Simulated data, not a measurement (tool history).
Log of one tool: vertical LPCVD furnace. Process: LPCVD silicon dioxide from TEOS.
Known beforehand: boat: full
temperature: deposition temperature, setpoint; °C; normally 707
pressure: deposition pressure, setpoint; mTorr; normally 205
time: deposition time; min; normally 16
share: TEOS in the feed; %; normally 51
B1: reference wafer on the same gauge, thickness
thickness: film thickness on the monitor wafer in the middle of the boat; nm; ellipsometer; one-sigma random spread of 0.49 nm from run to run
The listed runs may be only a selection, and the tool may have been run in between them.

Run 1, hour 0: usual settings; B1 104.32. Result: thickness 102.24 nm.
At hour 207: gauge calibrated.
Run 2, hour 259.9: usual settings; B1 104.26. Result: thickness 100.85 nm.
At hour 353.2: pressure gauge zeroed.
Run 3, hour 353.7: usual settings but temperature 713 °C, share 45 %; B1 104.27. Result: thickness 106.11 nm.
Run 4, hour 405.2: usual settings but temperature 713 °C, share 45 %; B1 104.42. Result: thickness 106.04 nm.
Run 5, hour 444.4: usual settings but temperature 713 °C, share 45 %; B1 104.23. Result: thickness 105.76 nm.
Run 6, hour 481.8: usual settings; B1 104.31. Result: thickness 98.7 nm.
Run 7, hour 528: usual settings but temperature 701 °C, pressure 185 mTorr, share 59 %; B1 104.27. Result: thickness 88.15 nm.
Run 8, hour 589.8: usual settings but temperature 717 °C, time 20.5 min, share 59 %; B1 104.41. Result: thickness 169.66 nm.
Run 9, hour 640: usual settings but temperature 717 °C, pressure 165 mTorr, time 10.5 min; B1 104.46. Result: thickness 72.44 nm.
Run 10, hour 742.8: usual settings but time 13 min; B1 104.3. Result: thickness 80.89 nm.
Run 11, hour 811.5: usual settings; B1 104.32. Result: thickness 99.15 nm.
Run 12, hour 889: usual settings but time 12.5 min, share 46 %; B1 104.26. Result: thickness 73.47 nm.
Run 13, hour 945.2: usual settings; B1 104.39. Result: thickness 98.86 nm.
Run 14, hour 1013.5: usual settings but temperature 711 °C, pressure 185 mTorr, time 11.5 min, share 54 %; B1 104.15. Result: thickness 77 nm.
At hour 1049.1: thermocouples replaced and temperature profile calibrated.
Run 15, hour 1108.5: usual settings but share 47 %; B1 104.35. Result: thickness 96.73 nm.
Run 16, hour 1190.8: usual settings; B1 104.31. Result: thickness 99.47 nm.
Run 17, hour 1285.7: usual settings but time 14.5 min; B1 104.3. Result: thickness 90.47 nm.
Run 18, hour 1323.8: usual settings; B1 104.19. Result: thickness 99.39 nm.
Run 19, hour 1427.6: usual settings; B1 104.2. Result: thickness 100.24 nm.
Run 20, hour 1465.2: usual settings; B1 104.39. Result: thickness 99.36 nm.
Run 21, hour 1519.2: usual settings; B1 104.43. Result: thickness 100.95 nm.
Run 22, hour 1607.1: usual settings; B1 104.36. Result: thickness 100.52 nm.
Run 23, hour 1655.7: usual settings but time 10.5 min, share 60 %; B1 104.34. Result: thickness 71.38 nm.
Run 24, hour 1757.3: usual settings but temperature 699 °C, pressure 160 mTorr; B1 104.38. Result: thickness 73.04 nm.
Run 25, hour 1824: usual settings but pressure 180 mTorr, time 12.5 min; B1 104.29. Result: thickness 73.25 nm.
Run 26, hour 1863.2: usual settings but temperature 701 °C, pressure 230 mTorr, time 10.5 min, share 46 %; B1 104.35. Result: thickness 57.54 nm.
Run 27, hour 1941.6: usual settings but time 18.5 min, share 48 %; B1 104.22. Result: thickness 111.43 nm.
Run 28, hour 2020.7: usual settings but temperature 716 °C, time 21 min; B1 104.18. Result: thickness 161.67 nm.
Run 29, hour 2126.6: usual settings but temperature 699 °C, pressure 240 mTorr, time 10.5 min, share 43 %; B1 104.41. Result: thickness 54.72 nm.
Run 30, hour 2177.4: usual settings; B1 104.37. Result: thickness 99.76 nm.

Hidden state or all else? Some run-to-run changes of thickness, split into what the settings, what came in and random variation would give without the hidden state, and what is left for the hidden state (with any gauge scatter that isn't in both results):
Unlogged tool condition in this case: true tube temperature minus thermocouple reading, K; true pressure minus gauge reading, mTorr; deviation of the TEOS flow from its setpoint, %; gauge reads high (%).
Run 2 -> 3: temperature 707 -> 713, share 51 -> 45, pressure gauge zeroed. thickness +5.26 nm: hidden state -3.03, all else +8.29.
Run 7 -> 8: temperature 701 -> 717, pressure 185 -> 205, time 16 -> 20.5. thickness +81.51 nm: hidden state +0.24, all else +81.27.
Run 8 -> 9: pressure 205 -> 165, time 20.5 -> 10.5, share 59 -> 51. thickness -97.22 nm: hidden state -0.09, all else -97.13.
Run 26 -> 27: temperature 701 -> 707, pressure 230 -> 205, time 10.5 -> 18.5, share 46 -> 48. thickness +53.89 nm: hidden state +0.94, all else +52.95.
Run 28 -> 29: temperature 716 -> 699, pressure 205 -> 240, time 21 -> 10.5, share 51 -> 43. thickness -106.95 nm: hidden state -1.77, all else -105.18.

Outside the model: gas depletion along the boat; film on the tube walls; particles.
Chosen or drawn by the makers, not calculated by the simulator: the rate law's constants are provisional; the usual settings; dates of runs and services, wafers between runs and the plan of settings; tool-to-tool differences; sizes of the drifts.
